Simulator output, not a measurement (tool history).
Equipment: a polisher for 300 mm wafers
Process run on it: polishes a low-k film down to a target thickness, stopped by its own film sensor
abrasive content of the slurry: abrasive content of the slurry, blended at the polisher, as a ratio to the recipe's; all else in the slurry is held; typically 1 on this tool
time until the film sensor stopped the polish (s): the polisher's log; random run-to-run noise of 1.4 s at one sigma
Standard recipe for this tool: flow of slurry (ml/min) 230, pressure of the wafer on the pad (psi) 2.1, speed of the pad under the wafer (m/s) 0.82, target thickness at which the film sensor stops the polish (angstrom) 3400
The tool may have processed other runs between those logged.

run	hour	flow of slurry (ml/min)	pressure of the wafer on the pad (psi)	speed of the pad under the wafer (m/s)	abrasive content of the slurry	target thickness at which the film sensor stops the polish (angstrom)	wafers since the last listed run	wafers polished on this pad	hours since the slurry nozzle was cleaned	hours since the head pressure was calibrated	hours since the slurry blender was calibrated	hours since the conditioning disc was replaced	incoming thickness of the incoming film, nm	time until the film sensor stopped the polish (s)
1	0	230	2.1	0.82	1	3400	0	2416	398.1	315.3	429.5	247.6	389.9	141
# hour 13.8: slurry blender recalibrated
2	58.2	230	2.1	0.82	1	3400	486	2903	456.3	373.5	44.4	305.8	386.8	130.5
# hour 96.8: head pressure recalibrated
3	101.4	230	2.1	0.82	1	3400	356	3260	499.5	4.6	87.6	349	390.7	152.7
# hour 182.3: slurry nozzle cleaned
4	200.9	230	2.1	0.82	1	3400	853	4114	18.6	104.1	187.1	448.5	392.5	149.9
# hour 239: worn pad replaced by a new one
# hour 279.1: conditioning disc replaced and pad reconditioned
5	287.2	230	2.1	0.82	1	3400	695	400	104.9	190.4	273.4	8.1	381.9	119.2
6	440.5	230	2.1	0.82	1	3400	1328	1728	258.2	343.7	426.7	161.4	396.3	160.1
# hour 486.1: slurry blender recalibrated
7	514.7	185	2.1	0.82	1	3400	625	2353	332.4	417.9	28.6	235.6	386.2	132.8
# hour 559: head pressure recalibrated
8	621	230	2.2	0.82	1	3400	903	3257	438.7	62	134.9	341.9	388.7	137.8
# hour 707.6: worn pad replaced by a new one
# hour 749.1: slurry nozzle cleaned
# hour 834.3: conditioning disc replaced and pad reconditioned
9	881.9	230	2.1	0.82	1	3400	2199	1483	132.8	322.9	395.8	47.6	389.4	140.1
10	949.4	230	2.1	0.82	1	3400	584	2068	200.3	390.4	463.3	115.1	386.7	133.6
# hour 954.4: slurry blender recalibrated
11	1010.4	255	2.1	0.82	1	3250	511	2579	261.3	451.4	56	176.1	391.7	188.3
# hour 1031.4: head pressure recalibrated
12	1059	200	1.9	0.82	0.75	3560	403	2983	309.9	27.6	104.6	224.7	390.5	125.2
13	1115	230	2.5	0.82	1	3400	485	3468	365.9	83.6	160.6	280.7	392.3	130.3
14	1209.7	280	2.1	0.58	0.75	3400	820	4289	460.6	178.3	255.3	375.4	389.3	190.7
# hour 1220.2: worn pad replaced by a new one
# hour 1273.4: slurry nozzle cleaned
15	1279.7	230	2.1	0.9	1	3400	563	506	6.3	248.3	325.3	445.4	386.2	123.1
16	1329.1	200	1.9	0.82	0.75	3560	428	934	55.7	297.7	374.7	494.8	392.4	126.1
# hour 1367.5: slurry blender recalibrated
# hour 1375.9: conditioning disc replaced and pad reconditioned
17	1379.7	230	2.1	0.82	1	3400	403	1338	106.3	348.3	12.2	3.8	388	137
18	1430.7	230	2.4	0.82	1	3400	441	1780	157.3	399.3	63.2	54.8	395.2	140.3
# hour 1445.5: head pressure recalibrated
19	1495.4	230	2.1	0.82	1	3400	543	2323	222	49.9	127.9	119.5	388.7	142.3
20	1599.4	230	2.1	0.94	1	3500	901	3224	326	153.9	231.9	223.5	381.6	82.9
21	1693.6	230	2.1	0.82	1	3400	816	4040	420.2	248.1	326.1	317.7	386	127.7
# hour 1709.6: worn pad replaced by a new one
22	1735.9	230	2.1	0.82	1	3400	331	227	462.5	290.4	368.4	360	389.8	141.3
# hour 1793.8: slurry nozzle cleaned
23	1805	230	2.4	0.98	1.15	3400	590	817	11.2	359.5	437.5	429.1	386	96.2
# hour 1875.8: head pressure recalibrated
24	1884.1	285	1.9	0.82	1	3400	668	1485	90.3	8.3	516.6	508.2	390.8	163.7
# hour 1889.1: slurry blender recalibrated
# hour 1927.3: conditioning disc replaced and pad reconditioned
25	1983.9	230	1.9	0.72	0.75	3400	830	2315	190.1	108.1	94.8	56.6	388.9	184.8

Alternative continuations, all from the tool just after run 25; predict every row:
A	1984.4	230	2.1	1.04	1	3400	4	2320	190.6	108.6	95.3	57.1	385.1	?
B	1984.4	230	2.6	0.56	1	3400	4	2320	190.6	108.6	95.3	57.1	385.1	?
C	1984.4	230	1.4	0.6	1.2	3400	4	2320	190.6	108.6	95.3	57.1	385.1	?
D	1984.4	230	1.8	0.82	1	3400	4	2320	190.6	108.6	95.3	57.1	385.1	?

run	time until the film sensor stopped the polish (s)
A	110.5
B	137.8
C	215.7
D	149.3
Without the tool's hidden state the same runs would have given:
run	time until the film sensor stopped the polish (s)
A	113.5
B	141.6
C	221.6
D	153.3
